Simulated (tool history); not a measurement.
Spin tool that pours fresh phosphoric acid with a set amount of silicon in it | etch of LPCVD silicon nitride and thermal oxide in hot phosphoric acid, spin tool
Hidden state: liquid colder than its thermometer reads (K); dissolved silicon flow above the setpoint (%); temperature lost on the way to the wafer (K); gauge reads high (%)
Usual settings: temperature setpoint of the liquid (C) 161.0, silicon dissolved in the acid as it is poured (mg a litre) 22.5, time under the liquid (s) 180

| run | hour | temperature setpoint of the liquid (C) | silicon dissolved in the acid as it is poured (mg a litre) | time under the liquid (s) | wafers since the last listed run | hours since the thermometer was replaced | hours since the dissolved silicon flow meter was replaced | hours since the heated supply line was repaired | hours since the gauge calibration | read-back film thickness of the LPCVD silicon nitride reference wafer, read on the same gauge (nm) | read-back film thickness of the thermal oxide reference wafer, read on the same gauge (nm) | thickness taken off the LPCVD silicon nitride on a monitor wafer (Å) | thickness taken off the thermal oxide on a monitor wafer (Å) |
|---|---|---|---|---|---|---|---|---|---|---|---|---|---|
| 1 | 0.0 | 162.0 | 31.5 | 180 | 0 | 108.7 | 948.2 | 511.7 | 233.6 | 149.99 | 130.009 | 134.4 | 2.04 |
|  | 118.3 | heated supply line repaired, repeated, since the last time left the tool worse |
| 2 | 217.3 | 161.0 | 22.5 | 180 | 1777 | 326.0 | 1165.5 | 99.0 | 450.9 | 149.97 | 129.961 | 151.9 | 3.25 |
| 3 | 288.1 | 163.5 | 29.0 | 180 | 581 | 396.8 | 1236.3 | 169.8 | 521.7 | 149.97 | 129.967 | 163.0 | 3.55 |
| 4 | 335.9 | 159.5 | 22.5 | 95 | 392 | 444.6 | 1284.1 | 217.6 | 569.5 | 150.01 | 129.991 | 75.5 | 1.62 |
|  | 386.1 | dissolved silicon flow meter replaced |
| 5 | 425.6 | 161.0 | 31.5 | 225 | 729 | 534.3 | 39.5 | 307.3 | 659.2 | 149.97 | 129.993 | 184.3 | 3.25 |
| 6 | 483.2 | 162.5 | 22.5 | 180 | 473 | 591.9 | 97.1 | 364.9 | 716.8 | 150.05 | 130.044 | 156.9 | 3.37 |
| 7 | 555.1 | 163.5 | 39.5 | 275 | 590 | 663.8 | 169.0 | 436.8 | 788.7 | 149.97 | 129.967 | 245.6 | 2.83 |
| 8 | 859.2 | 161.0 | 10.5 | 180 | 2499 | 967.9 | 473.1 | 740.9 | 1092.8 | 150.02 | 130.020 | 141.8 | 3.97 |
|  | 880.4 | heated supply line repaired |
| 9 | 955.1 | 161.0 | 11.5 | 180 | 779 | 1063.8 | 569.0 | 74.7 | 1188.7 | 149.98 | 129.994 | 149.4 | 4.97 |
|  | 984.0 | thermometer replaced |
| 10 | 1008.8 | 161.0 | 13.0 | 180 | 433 | 24.8 | 622.7 | 128.4 | 1242.4 | 150.02 | 130.002 | 149.4 | 4.80 |
| 11 | 1070.6 | 161.0 | 32.0 | 180 | 507 | 86.6 | 684.5 | 190.2 | 1304.2 | 150.01 | 129.967 | 149.4 | 2.21 |
| 12 | 1135.8 | 161.0 | 22.5 | 180 | 535 | 151.8 | 749.7 | 255.4 | 1369.4 | 149.94 | 130.020 | 147.4 | 3.36 |
| 13 | 1203.1 | 160.0 | 22.5 | 130 | 553 | 219.1 | 817.0 | 322.7 | 1436.7 | 149.98 | 129.993 | 102.3 | 2.29 |
| 14 | 1306.3 | 162.5 | 29.5 | 280 | 848 | 322.3 | 920.2 | 425.9 | 1539.9 | 149.96 | 130.015 | 239.8 | 4.65 |
| 15 | 1383.7 | 159.5 | 22.5 | 180 | 636 | 399.7 | 997.6 | 503.3 | 1617.3 | 150.01 | 130.020 | 137.9 | 2.52 |
| 16 | 1484.8 | 158.5 | 22.5 | 235 | 830 | 500.8 | 1098.7 | 604.4 | 1718.4 | 150.01 | 129.948 | 172.8 | 2.62 |
| 17 | 1521.6 | 164.0 | 30.0 | 180 | 302 | 537.6 | 1135.5 | 641.2 | 1755.2 | 149.98 | 129.974 | 159.0 | 2.83 |
| 18 | 1629.2 | 161.0 | 22.5 | 180 | 884 | 645.2 | 1243.1 | 748.8 | 1862.8 | 150.03 | 130.009 | 140.5 | 2.67 |
|  | 1695.9 | heated supply line repaired |
| 19 | 1707.3 | 163.5 | 12.0 | 180 | 633 | 723.3 | 1321.2 | 11.4 | 1940.9 | 149.99 | 130.005 | 167.4 | 6.58 |
|  | 1889.3 | thermometer replaced |
| 20 | 1912.0 | 163.5 | 39.5 | 275 | 1674 | 22.7 | 1525.9 | 216.1 | 2145.6 | 150.01 | 130.016 | 254.6 | 3.00 |
| 21 | 1971.5 | 163.0 | 22.5 | 120 | 489 | 82.2 | 1585.4 | 275.6 | 2205.1 | 149.98 | 129.968 | 107.1 | 2.60 |
| 22 | 2016.1 | 162.0 | 22.5 | 125 | 366 | 126.8 | 1630.0 | 320.2 | 2249.7 | 150.00 | 130.036 | 107.4 | 2.41 |

Forecast each of these 4 alternatives for the next run:
| A | 2016.6 | 164.0 | 22.5 | 180 | 4 | 127.3 | 1630.5 | 320.7 | 2250.2 | ? | ? | ? | ? |
| B | 2016.6 | 163.5 | 15.5 | 85 | 4 | 127.3 | 1630.5 | 320.7 | 2250.2 | ? | ? | ? | ? |
| C | 2016.6 | 162.5 | 22.5 | 115 | 4 | 127.3 | 1630.5 | 320.7 | 2250.2 | ? | ? | ? | ? |
| D | 2016.6 | 161.0 | 38.5 | 95 | 4 | 127.3 | 1630.5 | 320.7 | 2250.2 | ? | ? | ? | ? |

| run | read-back film thickness of the LPCVD silicon nitride reference wafer, read on the same gauge (nm) | read-back film thickness of the thermal oxide reference wafer, read on the same gauge (nm) | thickness taken off the LPCVD silicon nitride on a monitor wafer (Å) | thickness taken off the thermal oxide on a monitor wafer (Å) |
|---|---|---|---|---|
| A | 150.02 | 129.994 | 165.7 | 4.29 |
| B | 150.02 | 129.994 | 76.9 | 2.38 |
| C | 150.02 | 129.994 | 100.7 | 2.46 |
| D | 150.02 | 129.994 | 79.1 | 0.92 |
Without the tool's hidden state the same runs would have given:
| run | thickness taken off the LPCVD silicon nitride on a monitor wafer (Å) | thickness taken off the thermal oxide on a monitor wafer (Å) |
|---|---|---|
| A | 170.7 | 4.58 |
| B | 79.3 | 2.54 |
| C | 103.8 | 2.62 |
| D | 81.5 | 0.99 |
